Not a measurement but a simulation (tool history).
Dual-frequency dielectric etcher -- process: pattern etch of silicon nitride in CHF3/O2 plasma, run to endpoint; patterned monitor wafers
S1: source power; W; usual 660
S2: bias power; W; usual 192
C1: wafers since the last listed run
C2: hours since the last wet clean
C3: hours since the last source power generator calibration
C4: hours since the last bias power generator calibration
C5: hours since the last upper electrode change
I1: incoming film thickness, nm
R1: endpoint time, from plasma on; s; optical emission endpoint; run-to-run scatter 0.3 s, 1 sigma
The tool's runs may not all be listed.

run   hour   S1   S2   C1     C2      C3      C4      C5    I1    R1
  1    0.0  660  171    0  177.0  2427.9  2631.8  2744.3  83.0  59.3
  2    7.3  660  192   64  184.3  2435.2  2639.1  2751.6  82.5  56.7
  3   22.0  660  192  130  199.0  2449.9  2653.8  2766.3  82.3  57.0
  4   30.0  660  192   71  207.0  2457.9  2661.8  2774.3  83.1  57.1
  5   37.6  660  192   67  214.6  2465.5  2669.4  2781.9  81.9  56.7
  6   44.1  660  170   57  221.1  2472.0  2675.9  2788.4  82.4  59.0
  7   56.8  660  170  112  233.8  2484.7  2688.6  2801.1  83.4  59.6
  8   74.5  660  170  157  251.5  2502.4  2706.3  2818.8  83.4  59.6
  9   90.5  660  192  142  267.5  2518.4  2722.3  2834.8  82.9  57.5
 10  141.6  660  192  454  318.6  2569.5  2773.4  2885.9  83.6  58.4
 11  150.6  660  192   80  327.6  2578.5  2782.4  2894.9  83.1  58.1
 12  157.9  660  192   64  334.9  2585.8  2789.7  2902.2  82.6  57.3
 13  165.0  660  192   63  342.0  2592.9  2796.8  2909.3  82.7  57.8
     203.5  -- wet clean of the chamber
 14  204.0  660  192  133    0.5  2631.9  2835.8  2948.3  82.7  56.3
 15  204.4  550  192    3    0.9  2632.3  2836.2  2948.7  82.3  59.2
 16  204.7  610  145    2    1.2  2632.6  2836.5  2949.0  82.3  61.6
 17  207.3  810  163   23    3.8  2635.2  2839.1  2951.6  81.1  53.1
     218.5  -- source power generator calibrated
 18  219.0  660  165   68   15.5     0.5  2850.8  2963.3  82.2  58.1
 19  232.5  740  192  120   29.0    14.0  2864.3  2976.8  82.9  54.2
 20  239.4  790  168   61   35.9    20.9  2871.2  2983.7  82.8  54.8
 21  255.2  800  229  140   51.7    36.7  2887.0  2999.5  82.8  50.0
 22  269.2  610  235  124   65.7    50.7  2901.0  3013.5  82.7  54.2
     309.7  -- upper electrode replaced
 23  310.2  660  192  151  106.7    91.7  2942.0     0.5  83.4  56.9
     315.8  -- bias power generator calibrated
 24  324.3  700  207   89  120.8   105.8     8.5    14.6  82.7  53.9
 25  372.1  660  192  425  168.6   153.6    56.3    62.4  83.4  57.6
 26  378.9  760  235   60  175.4   160.4    63.1    69.2  83.0  51.1
 27  394.9  510  212  142  191.4   176.4    79.1    85.2  82.8  60.3
 28  410.7  700  228  140  207.2   192.2    94.9   101.0  82.9  52.8

Give the tool's hidden conditions for every run:
source power that arrives over what is set, %: 0 in every run
bias power that arrives over what is set, %: 0 in every run
H1: etch rate over this chamber's usual, %
run       H1
  1     -1.7
  2    -1.75
  3    -1.85
  4     -1.9
  5    -1.95
  6    -1.99
  7    -2.08
  8     -2.2
  9     -2.3
 10    -2.64
 11     -2.7
 12    -2.74
 13    -2.79
 14    0.342
 15     0.34
 16    0.338
 17    0.321
 18    0.243
 19    0.154
 20    0.109
 21  0.00481
 22  -0.0875
 23   -0.358
 24   -0.451
 25   -0.766
 26   -0.811
 27   -0.916
 28    -1.02

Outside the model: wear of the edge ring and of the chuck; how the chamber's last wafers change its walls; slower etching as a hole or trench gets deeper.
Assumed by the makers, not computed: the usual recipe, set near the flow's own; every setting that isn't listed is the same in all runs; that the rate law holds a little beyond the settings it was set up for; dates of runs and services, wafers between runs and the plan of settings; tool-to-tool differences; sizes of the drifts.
